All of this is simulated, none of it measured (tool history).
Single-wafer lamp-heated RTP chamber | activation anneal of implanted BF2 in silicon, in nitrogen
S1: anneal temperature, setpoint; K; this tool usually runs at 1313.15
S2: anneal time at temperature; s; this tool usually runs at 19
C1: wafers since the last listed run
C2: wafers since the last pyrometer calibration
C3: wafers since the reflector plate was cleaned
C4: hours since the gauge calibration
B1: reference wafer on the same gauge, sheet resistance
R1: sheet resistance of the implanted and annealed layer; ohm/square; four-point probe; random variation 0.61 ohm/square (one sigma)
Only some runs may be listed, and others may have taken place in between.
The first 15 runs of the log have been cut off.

run 16 hour=732.3 | S1=1330.15 S2=16 | C1=556 C2=563 C3=9134 C4=107.9 | B1=206.76 | R1=181.44
run 17 hour=797.4 | S1=1331.15 S2=19 | C1=829 C2=1393 C3=9964 C4=173 | B1=207.17 | R1=177.31
run 18 hour=844.1 | S1=1325.15 S2=10 | C1=595 C2=1988 C3=10559 C4=219.7 | B1=206.97 | R1=184.43
run 19 hour=901.3 | S1=1313.15 S2=19 | C1=728 C2=2717 C3=11288 C4=276.9 | B1=207 | R1=181.9
run 20 hour=932.8 | S1=1313.15 S2=19 | C1=401 C2=3118 C3=11689 C4=308.4 | B1=206.95 | R1=181.1
run 21 hour=995.4 | S1=1333.15 S2=9 | C1=797 C2=3916 C3=12487 C4=371 | B1=207.24 | R1=181.4
-- hour=1035.8 reflector plate cleaned
run 22 hour=1041.3 | S1=1343.15 S2=15 | C1=482 C2=4399 C3=70 C4=416.9 | B1=207.04 | R1=176.29
run 23 hour=1076.4 | S1=1313.15 S2=19 | C1=447 C2=4846 C3=517 C4=452 | B1=207.11 | R1=180.74
run 24 hour=1101.2 | S1=1313.15 S2=15 | C1=316 C2=5162 C3=833 C4=476.8 | B1=207.05 | R1=183.86
-- hour=1160.4 pyrometer window cleaned and pyrometer calibrated
run 25 hour=1296.4 | S1=1313.15 S2=19 | C1=2385 C2=1733 C3=3219 C4=672 | B1=206.96 | R1=181.51
run 26 hour=1328 | S1=1296.15 S2=29 | C1=402 C2=2135 C3=3622 C4=703.6 | B1=207.19 | R1=181.98
run 27 hour=1375.8 | S1=1341.15 S2=11 | C1=609 C2=2744 C3=4231 C4=751.4 | B1=206.95 | R1=178.8
run 28 hour=1412.6 | S1=1299.15 S2=19 | C1=468 C2=3213 C3=4700 C4=788.2 | B1=207.14 | R1=184.39
run 29 hour=1456.3 | S1=1328.15 S2=11 | C1=556 C2=3770 C3=5257 C4=831.9 | B1=206.96 | R1=181.44
run 30 hour=1527.7 | S1=1313.15 S2=9 | C1=909 C2=4680 C3=6166 C4=903.3 | B1=206.95 | R1=187.01
run 31 hour=1558.2 | S1=1335.15 S2=19 | C1=388 C2=5069 C3=6555 C4=933.8 | B1=207.24 | R1=175.17
run 32 hour=1620 | S1=1303.15 S2=13 | C1=787 C2=5856 C3=7343 C4=995.6 | B1=206.92 | R1=187.43
run 33 hour=1669 | S1=1313.15 S2=19 | C1=624 C2=6481 C3=7967 C4=1044.6 | B1=206.87 | R1=180.04
-- hour=1703.7 pyrometer window cleaned and pyrometer calibrated
run 34 hour=1706.3 | S1=1326.15 S2=19 | C1=373 C2=33 C3=8340 C4=1081.9 | B1=207.11 | R1=179.43
run 35 hour=1773.5 | S1=1299.15 S2=25 | C1=856 C2=889 C3=9197 C4=1149.1 | B1=207.19 | R1=184.63
run 36 hour=1834.4 | S1=1313.15 S2=28 | C1=776 C2=1665 C3=9973 C4=1210 | B1=206.83 | R1=177.54

5 ways to go on from here, each from the tool as it stands after run 36. What would each give?
run A hour=1834.8 | S1=1322.15 S2=19 | C1=5 C2=1670 C3=9978 C4=1210.4 | B1=? | R1=?
run B hour=1834.8 | S1=1300.15 S2=27 | C1=5 C2=1670 C3=9978 C4=1210.4 | B1=? | R1=?
run C hour=1834.8 | S1=1313.15 S2=14 | C1=5 C2=1670 C3=9978 C4=1210.4 | B1=? | R1=?
run D hour=1834.8 | S1=1313.15 S2=8 | C1=5 C2=1670 C3=9978 C4=1210.4 | B1=? | R1=?
run E hour=1834.8 | S1=1323.15 S2=12 | C1=5 C2=1670 C3=9978 C4=1210.4 | B1=? | R1=?

run=A B1=207.05 R1=178.76
run=B B1=207.05 R1=181.69
run=C B1=207.05 R1=183.63
run=D B1=207.05 R1=188.44
run=E B1=207.05 R1=182.16
With no hidden state in the tool, these same runs would have given:
run=A R1=181.1
run=B R1=184.68
run=C R1=186.55
run=D R1=191.65
run=E R1=184.65

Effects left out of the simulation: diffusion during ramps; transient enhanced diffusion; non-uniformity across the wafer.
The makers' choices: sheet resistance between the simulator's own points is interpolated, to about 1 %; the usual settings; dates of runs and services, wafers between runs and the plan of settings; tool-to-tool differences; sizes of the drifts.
